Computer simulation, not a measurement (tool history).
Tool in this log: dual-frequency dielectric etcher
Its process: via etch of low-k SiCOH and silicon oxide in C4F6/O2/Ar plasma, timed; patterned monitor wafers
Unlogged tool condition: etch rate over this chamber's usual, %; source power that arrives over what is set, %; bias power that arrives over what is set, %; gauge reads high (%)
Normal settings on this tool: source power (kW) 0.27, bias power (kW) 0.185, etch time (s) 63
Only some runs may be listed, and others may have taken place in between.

| run | day | source power (kW) | bias power (kW) | etch time (s) | wafers since the last listed run | hours since the last wet clean | hours since the last source power generator calibration | hours since the last bias power generator calibration | hours since the last upper electrode change | hours since the gauge calibration | read-back reference wafer on the same gauge, depth_nm | mean etch depth across the wafer (angstrom) |
|---|---|---|---|---|---|---|---|---|---|---|---|---|
| 1 | 0 | 0.27 | 0.185 | 50 | 0 | 196.9 | 3027.8 | 1291.7 | 3542.4 | 213.2 | 124.1 | 1122 |
| 2 | 2.938 | 0.27 | 0.185 | 50 | 686 | 267.4 | 3098.3 | 1362.2 | 3612.9 | 283.7 | 124 | 1124 |
| 3 | 5.583 | 0.31 | 0.185 | 63 | 618 | 330.9 | 3161.8 | 1425.7 | 3676.4 | 347.2 | 124 | 1501 |
| 4 | 7.196 | 0.31 | 0.185 | 63 | 377 | 369.6 | 3200.5 | 1464.4 | 3715.1 | 385.9 | 123.9 | 1509 |
|  | 8.35 | source power generator calibrated |
| 5 | 8.992 | 0.27 | 0.185 | 49 | 380 | 412.7 | 15.4 | 1507.5 | 3758.2 | 429 | 124.1 | 1106 |
| 6 | 11.721 | 0.22 | 0.141 | 81.5 | 638 | 478.2 | 80.9 | 1573 | 3823.7 | 494.5 | 124.1 | 1555 |
| 7 | 14.442 | 0.27 | 0.185 | 47 | 636 | 543.5 | 146.2 | 1638.3 | 3889 | 559.8 | 124.1 | 1068 |
| 8 | 15.788 | 0.33 | 0.206 | 63 | 314 | 575.8 | 178.5 | 1670.6 | 3921.3 | 592.1 | 124 | 1607 |
|  | 17.75 | wet clean of the chamber |
| 9 | 17.771 | 0.27 | 0.153 | 63 | 229 | 0.5 | 226.1 | 1718.2 | 3968.9 | 639.7 | 124.2 | 1339 |
| 10 | 18.758 | 0.31 | 0.208 | 56.5 | 230 | 24.2 | 249.8 | 1741.9 | 3992.6 | 663.4 | 124.1 | 1380 |
| 11 | 19.933 | 0.32 | 0.152 | 71.5 | 274 | 52.4 | 278 | 1770.1 | 4020.8 | 691.6 | 124.1 | 1603 |
| 12 | 21.908 | 0.31 | 0.185 | 63 | 461 | 99.8 | 325.4 | 1817.5 | 4068.2 | 739 | 124 | 1489 |
|  | 23.083 | upper electrode replaced |
| 13 | 24.162 | 0.24 | 0.185 | 63 | 293 | 153.9 | 379.5 | 1871.6 | 25.9 | 793.1 | 124 | 1360 |
|  | 30.542 | bias power generator calibrated |
| 14 | 30.95 | 0.27 | 0.153 | 63 | 1548 | 316.8 | 542.4 | 9.8 | 188.8 | 956 | 124 | 1341 |
| 15 | 32.433 | 0.27 | 0.185 | 63 | 346 | 352.4 | 578 | 45.4 | 224.4 | 991.6 | 124 | 1428 |
| 16 | 33.9 | 0.27 | 0.185 | 63 | 342 | 387.6 | 613.2 | 80.6 | 259.6 | 1026.8 | 124.1 | 1433 |
| 17 | 36.383 | 0.29 | 0.216 | 63 | 580 | 447.2 | 672.8 | 140.2 | 319.2 | 1086.4 | 124 | 1561 |
| 18 | 37.767 | 0.31 | 0.185 | 63 | 323 | 480.4 | 706 | 173.4 | 352.4 | 1119.6 | 123.8 | 1513 |
|  | 39.85 | wet clean of the chamber |
| 19 | 39.871 | 0.27 | 0.185 | 63 | 258 | 0.5 | 756.5 | 223.9 | 402.9 | 1170.1 | 123.9 | 1396 |
| 20 | 42.425 | 0.22 | 0.209 | 63 | 597 | 61.8 | 817.8 | 285.2 | 464.2 | 1231.4 | 123.9 | 1367 |
| 21 | 44.438 | 0.32 | 0.154 | 48.5 | 470 | 110.1 | 866.1 | 333.5 | 512.5 | 1279.7 | 123.9 | 1085 |
| 22 | 46.175 | 0.32 | 0.185 | 48.5 | 406 | 151.8 | 907.8 | 375.2 | 554.2 | 1321.4 | 123.8 | 1170 |
| 23 | 48.15 | 0.27 | 0.185 | 63 | 461 | 199.2 | 955.2 | 422.6 | 601.6 | 1368.8 | 124.2 | 1426 |
| 24 | 50.862 | 0.31 | 0.148 | 77 | 634 | 264.3 | 1020.3 | 487.7 | 666.7 | 1433.9 | 123.9 | 1707 |
| 25 | 52.725 | 0.27 | 0.185 | 69 | 435 | 309 | 1065 | 532.4 | 711.4 | 1478.6 | 123.9 | 1556 |
| 26 | 55.212 | 0.27 | 0.145 | 63 | 581 | 368.7 | 1124.7 | 592.1 | 771.1 | 1538.3 | 124.1 | 1306 |
| 27 | 57.379 | 0.27 | 0.185 | 63 | 506 | 420.7 | 1176.7 | 644.1 | 823.1 | 1590.3 | 124 | 1439 |
| 28 | 59.683 | 0.23 | 0.229 | 63 | 538 | 476 | 1232 | 699.4 | 878.4 | 1645.6 | 124.1 | 1459 |
| 29 | 62.262 | 0.23 | 0.218 | 46 | 603 | 537.9 | 1293.9 | 761.3 | 940.3 | 1707.5 | 124.2 | 1047 |
| 30 | 64.854 | 0.27 | 0.185 | 76 | 605 | 600.1 | 1356.1 | 823.5 | 1002.5 | 1769.7 | 124.2 | 1729 |

Branching from run 30: 4 alternative next runs. What would each branch give?
| A | 64.871 | 0.27 | 0.185 | 51.5 | 3 | 600.5 | 1356.5 | 823.9 | 1002.9 | 1770.1 | ? | ? |
| B | 64.871 | 0.34 | 0.169 | 80.5 | 3 | 600.5 | 1356.5 | 823.9 | 1002.9 | 1770.1 | ? | ? |
| C | 64.871 | 0.2 | 0.15 | 70.5 | 3 | 600.5 | 1356.5 | 823.9 | 1002.9 | 1770.1 | ? | ? |
| D | 64.871 | 0.33 | 0.209 | 53.5 | 3 | 600.5 | 1356.5 | 823.9 | 1002.9 | 1770.1 | ? | ? |

| run | read-back reference wafer on the same gauge, depth_nm | mean etch depth across the wafer (angstrom) |
|---|---|---|
| A | 124 | 1178 |
| B | 124 | 1953 |
| C | 124 | 1341 |
| D | 124 | 1377 |
Take away the tool's hidden state, keep each run's random variation, and the runs would have read:
| run | mean etch depth across the wafer (angstrom) |
|---|---|
| A | 1152 |
| B | 1909 |
| C | 1311 |
| D | 1346 |
